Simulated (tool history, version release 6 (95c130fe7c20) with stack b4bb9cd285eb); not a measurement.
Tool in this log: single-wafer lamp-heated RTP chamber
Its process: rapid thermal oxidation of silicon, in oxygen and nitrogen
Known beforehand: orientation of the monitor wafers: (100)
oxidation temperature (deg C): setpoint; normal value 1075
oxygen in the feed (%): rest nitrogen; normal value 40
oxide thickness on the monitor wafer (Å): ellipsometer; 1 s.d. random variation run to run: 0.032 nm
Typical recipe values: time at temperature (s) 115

| run | hour | oxidation temperature (deg C) | time at temperature (s) | oxygen in the feed (%) | read-back reference wafer on the same gauge, thickness | oxide thickness on the monitor wafer (Å) |
|---|---|---|---|---|---|---|
| 1 | 0 | 1075 | 115 | 40 | 10.606 | 108.3 |
| 2 | 14.7 | 1075 | 115 | 40 | 10.597 | 109.77 |
| 3 | 27.9 | 1075 | 70 | 40 | 10.595 | 87.87 |
| 4 | 41 | 1075 | 70 | 40 | 10.603 | 88.04 |
| 5 | 54.5 | 1075 | 115 | 53 | 10.598 | 121.65 |
| 6 | 70.7 | 1075 | 115 | 53 | 10.59 | 122.05 |
| 7 | 83.7 | 1067 | 115 | 40 | 10.607 | 105.08 |
| 8 | 90.4 | 1067 | 115 | 40 | 10.597 | 104.74 |
| 9 | 106.9 | 1067 | 115 | 40 | 10.621 | 105.04 |
| 10 | 122.3 | 1082 | 115 | 40 | 10.584 | 116.02 |
| 11 | 132.2 | 1100 | 81 | 30 | 10.591 | 99.51 |

Run 12 has not been measured yet. What should we expect?
|  | 148.9 | oxygen flow controller replaced |
| 12 | 149.4 | 1075 | 115 | 53 | ? | ? |

Run 12 measured read-back reference wafer on the same gauge, thickness 10.58, oxide thickness on the monitor wafer (Å) 122.02.
Take away the tool's hidden state, keep the run-to-run variation as it was, and the same run would have given oxide thickness on the monitor wafer (Å) 119.1.

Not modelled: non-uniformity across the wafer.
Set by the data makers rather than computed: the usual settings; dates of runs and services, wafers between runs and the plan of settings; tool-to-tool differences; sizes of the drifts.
